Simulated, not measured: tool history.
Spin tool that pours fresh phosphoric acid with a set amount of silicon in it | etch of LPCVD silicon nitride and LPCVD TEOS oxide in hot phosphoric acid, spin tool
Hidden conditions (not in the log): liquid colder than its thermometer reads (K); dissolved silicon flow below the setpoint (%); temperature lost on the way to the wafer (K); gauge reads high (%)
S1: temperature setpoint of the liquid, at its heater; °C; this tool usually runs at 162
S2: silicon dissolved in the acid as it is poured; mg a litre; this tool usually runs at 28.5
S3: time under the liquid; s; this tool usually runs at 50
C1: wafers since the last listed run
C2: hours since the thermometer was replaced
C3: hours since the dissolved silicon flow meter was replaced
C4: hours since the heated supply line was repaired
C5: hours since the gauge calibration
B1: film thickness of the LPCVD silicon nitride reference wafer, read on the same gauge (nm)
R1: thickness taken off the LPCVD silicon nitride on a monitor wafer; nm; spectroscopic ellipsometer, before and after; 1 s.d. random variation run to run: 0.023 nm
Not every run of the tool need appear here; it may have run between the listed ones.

| run | hour | S1 | S2 | S3 | C1 | C2 | C3 | C4 | C5 | B1 | R1 |
|---|---|---|---|---|---|---|---|---|---|---|---|
| 1 | 0 | 162 | 28.5 | 50 | 0 | 2689.8 | 1390.6 | 1033.6 | 20.6 | 149.993 | 3.819 |
| 2 | 25.3 | 162 | 28.5 | 50 | 295 | 2715.1 | 1415.9 | 1058.9 | 45.9 | 150.004 | 3.805 |
| 3 | 50 | 162 | 28.5 | 50 | 288 | 2739.8 | 1440.6 | 1083.6 | 70.6 | 150.017 | 3.808 |
|  | 66.4 | heated supply line repaired |
| 4 | 70 | 162 | 28.5 | 50 | 222 | 2759.8 | 1460.6 | 3.6 | 90.6 | 149.995 | 4.127 |
| 5 | 89.9 | 162.5 | 28.5 | 70 | 232 | 2779.7 | 1480.5 | 23.5 | 110.5 | 150.034 | 5.901 |
| 6 | 122.5 | 162.5 | 28.5 | 70 | 380 | 2812.3 | 1513.1 | 56.1 | 143.1 | 150.013 | 5.938 |
|  | 142.7 | dissolved silicon flow meter replaced |
| 7 | 144.4 | 162 | 28.5 | 50 | 244 | 2834.2 | 1.7 | 78 | 165 | 150.002 | 4.111 |
| 8 | 157.5 | 162 | 28.5 | 75 | 153 | 2847.3 | 14.8 | 91.1 | 178.1 | 150.005 | 6.19 |
|  | 161.5 | thermometer replaced |
| 9 | 183.3 | 162 | 28.5 | 50 | 289 | 21.8 | 40.6 | 116.9 | 203.9 | 150.022 | 4.467 |
| 10 | 209.9 | 162 | 28.5 | 50 | 310 | 48.4 | 67.2 | 143.5 | 230.5 | 150.008 | 4.502 |
| 11 | 246.1 | 160 | 43.5 | 50 | 423 | 84.6 | 103.4 | 179.7 | 266.7 | 150.015 | 4.189 |
| 12 | 258.2 | 162 | 41.5 | 50 | 141 | 96.7 | 115.5 | 191.8 | 278.8 | 149.985 | 4.439 |
| 13 | 287.2 | 162 | 28.5 | 20 | 338 | 125.7 | 144.5 | 220.8 | 307.8 | 149.995 | 1.789 |
| 14 | 304.9 | 162 | 49 | 50 | 206 | 143.4 | 162.2 | 238.5 | 325.5 | 150.015 | 4.481 |
| 15 | 326.8 | 160 | 47.5 | 25 | 255 | 165.3 | 184.1 | 260.4 | 347.4 | 149.99 | 2.07 |
| 16 | 347 | 162 | 28.5 | 70 | 236 | 185.5 | 204.3 | 280.6 | 367.6 | 149.981 | 6.177 |
| 17 | 367.3 | 165 | 9.5 | 50 | 237 | 205.8 | 224.6 | 300.9 | 387.9 | 150.012 | 4.895 |
| 18 | 388.9 | 161 | 34.5 | 65 | 252 | 227.4 | 246.2 | 322.5 | 409.5 | 149.997 | 5.485 |
| 19 | 417.4 | 162 | 28.5 | 50 | 333 | 255.9 | 274.7 | 351 | 438 | 150.009 | 4.424 |

Run 20, settings as shown, results not yet in. Your forecast:
| 20 | 432.4 | 159.5 | 28.5 | 50 | 175 | 270.9 | 289.7 | 366 | 453 | ? | ? |

Run 20 came out at B1 149.972, R1 4.028 nm.
Minus the tool's unlogged condition, the same run would have read R1 4.196 nm.
